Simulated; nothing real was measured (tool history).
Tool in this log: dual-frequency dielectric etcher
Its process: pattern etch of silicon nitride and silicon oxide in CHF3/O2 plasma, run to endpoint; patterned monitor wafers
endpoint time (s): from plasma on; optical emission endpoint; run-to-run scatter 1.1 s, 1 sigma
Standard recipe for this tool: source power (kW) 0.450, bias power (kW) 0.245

run    hour  source power (kW)  bias power (kW)  incoming incoming film thickness, nm  endpoint time (s)
  1     0.0              0.450            0.245                                 218.2              152.4
  2    77.2              0.450            0.245                                 215.4              152.3
  3   143.4              0.450            0.245                                 218.8              157.1
  4   272.6              0.450            0.245                                 217.6              155.5
  5   317.7              0.450            0.245                                 217.8              153.0
  6   379.2              0.450            0.245                                 216.5              150.7
      452.5  -- wet clean of the chamber
      459.3  -- bias power generator calibrated
  7   459.8              0.450            0.223                                 215.7              156.8
  8   563.7              0.450            0.223                                 215.2              157.2
  9   641.5              0.490            0.285                                 214.7              138.9
      715.9  -- upper electrode replaced
 10   741.1              0.490            0.209                                 215.5              156.3
 11   814.3              0.530            0.297                                 216.0              134.6
      951.5  -- source power generator calibrated
      973.1  -- wet clean of the chamber
 12  1026.3              0.490            0.285                                 216.2              140.3
 13  1093.1              0.370            0.245                                 214.9              161.0
 14  1136.7              0.400            0.290                                 215.0              148.0
 15  1183.5              0.510            0.245                                 216.4              146.0
 16  1239.4              0.450            0.245                                 216.5              151.7

Run 17 is up next; what results do you expect?
 17  1294.3              0.340            0.245                                 214.1                  ?

endpoint time (s): 166.5
Had the tool carried no hidden state, the very same run would have given endpoint time (s) 166.5.
